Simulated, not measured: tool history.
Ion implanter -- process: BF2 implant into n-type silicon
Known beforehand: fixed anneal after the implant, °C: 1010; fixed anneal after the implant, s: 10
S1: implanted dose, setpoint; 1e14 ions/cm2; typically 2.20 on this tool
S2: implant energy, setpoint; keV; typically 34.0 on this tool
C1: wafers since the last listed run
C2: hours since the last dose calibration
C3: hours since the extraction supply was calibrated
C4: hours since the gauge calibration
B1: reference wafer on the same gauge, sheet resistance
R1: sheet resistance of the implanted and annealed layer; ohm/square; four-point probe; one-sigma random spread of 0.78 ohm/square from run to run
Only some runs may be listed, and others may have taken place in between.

Run 1, day 0.000: usual settings; C1 0; C2 2290.7; C3 2220.6; C4 246.3; B1 551.01. Result: R1 497.27 ohm/square.
Run 2, day 1.225: usual settings but S1 2.52 1e14 ions/cm2, S2 37.5 keV; C1 293; C2 2320.1; C3 2250.0; C4 275.7; B1 551.01. Result: R1 441.71 ohm/square.
Run 3, day 2.596: usual settings but S1 2.52 1e14 ions/cm2, S2 37.5 keV; C1 328; C2 2353.0; C3 2282.9; C4 308.6; B1 550.97. Result: R1 441.34 ohm/square.
Run 4, day 3.925: usual settings; C1 318; C2 2384.9; C3 2314.8; C4 340.5; B1 550.97. Result: R1 498.10 ohm/square.
Run 5, day 5.292: usual settings; C1 327; C2 2417.7; C3 2347.6; C4 373.3; B1 550.94. Result: R1 496.19 ohm/square.
Run 6, day 6.333: usual settings but S1 2.37 1e14 ions/cm2; C1 249; C2 2442.7; C3 2372.6; C4 398.3; B1 550.97. Result: R1 467.73 ohm/square.
At day 6.479: gauge calibrated.
At day 7.196: extraction supply calibrated.
Run 7, day 7.217: usual settings but S1 2.69 1e14 ions/cm2; C1 131; C2 2463.9; C3 0.5; C4 17.7; B1 551.16. Result: R1 421.26 ohm/square.
At day 8.129: Faraday cup replaced and dose calibrated.
Run 8, day 8.150: usual settings but S1 2.38 1e14 ions/cm2; C1 143; C2 0.5; C3 22.9; C4 40.1; B1 550.99. Result: R1 488.16 ohm/square.
Run 9, day 8.833: usual settings but S2 24.0 keV; C1 163; C2 16.9; C3 39.3; C4 56.5; B1 551.03. Result: R1 536.14 ohm/square.
Run 10, day 9.967: usual settings; C1 271; C2 44.1; C3 66.5; C4 83.7; B1 550.92. Result: R1 520.15 ohm/square.
Run 11, day 10.875: usual settings but S1 2.57 1e14 ions/cm2, S2 30.5 keV; C1 217; C2 65.9; C3 88.3; C4 105.5; B1 550.99. Result: R1 460.96 ohm/square.
Run 12, day 11.817: usual settings but S1 1.69 1e14 ions/cm2, S2 27.5 keV; C1 225; C2 88.5; C3 110.9; C4 128.1; B1 550.81. Result: R1 658.05 ohm/square.
Run 13, day 13.225: usual settings but S1 2.46 1e14 ions/cm2, S2 30.0 keV; C1 337; C2 122.3; C3 144.7; C4 161.9; B1 550.99. Result: R1 477.88 ohm/square.
Run 14, day 13.775: usual settings but S1 1.78 1e14 ions/cm2, S2 42.5 keV; C1 131; C2 135.5; C3 157.9; C4 175.1; B1 550.95. Result: R1 601.73 ohm/square.
Run 15, day 14.450: usual settings but S1 2.66 1e14 ions/cm2, S2 39.5 keV; C1 161; C2 151.7; C3 174.1; C4 191.3; B1 550.95. Result: R1 437.06 ohm/square.

4 options for the next run, each taken on its own from the tool as it stands now. Forecast them:
Run A, day 14.467: usual settings but S1 2.70 1e14 ions/cm2; C1 3; C2 152.1; C3 174.5; C4 191.7; B1 ?. Result: R1 ?.
Run B, day 14.467: usual settings but S1 1.62 1e14 ions/cm2, S2 44.0 keV; C1 3; C2 152.1; C3 174.5; C4 191.7; B1 ?. Result: R1 ?.
Run C, day 14.467: usual settings but S1 1.77 1e14 ions/cm2, S2 28.0 keV; C1 3; C2 152.1; C3 174.5; C4 191.7; B1 ?. Result: R1 ?.
Run D, day 14.467: usual settings but S2 38.0 keV; C1 3; C2 152.1; C3 174.5; C4 191.7; B1 ?. Result: R1 ?.

run      B1      R1
  A  550.99  437.05
  B  550.99  641.73
  C  550.99  630.74
  D  550.99  512.61
With no hidden state in the tool, these same runs would have given:
run      R1
  A  436.65
  B  641.20
  C  630.18
  D  512.17
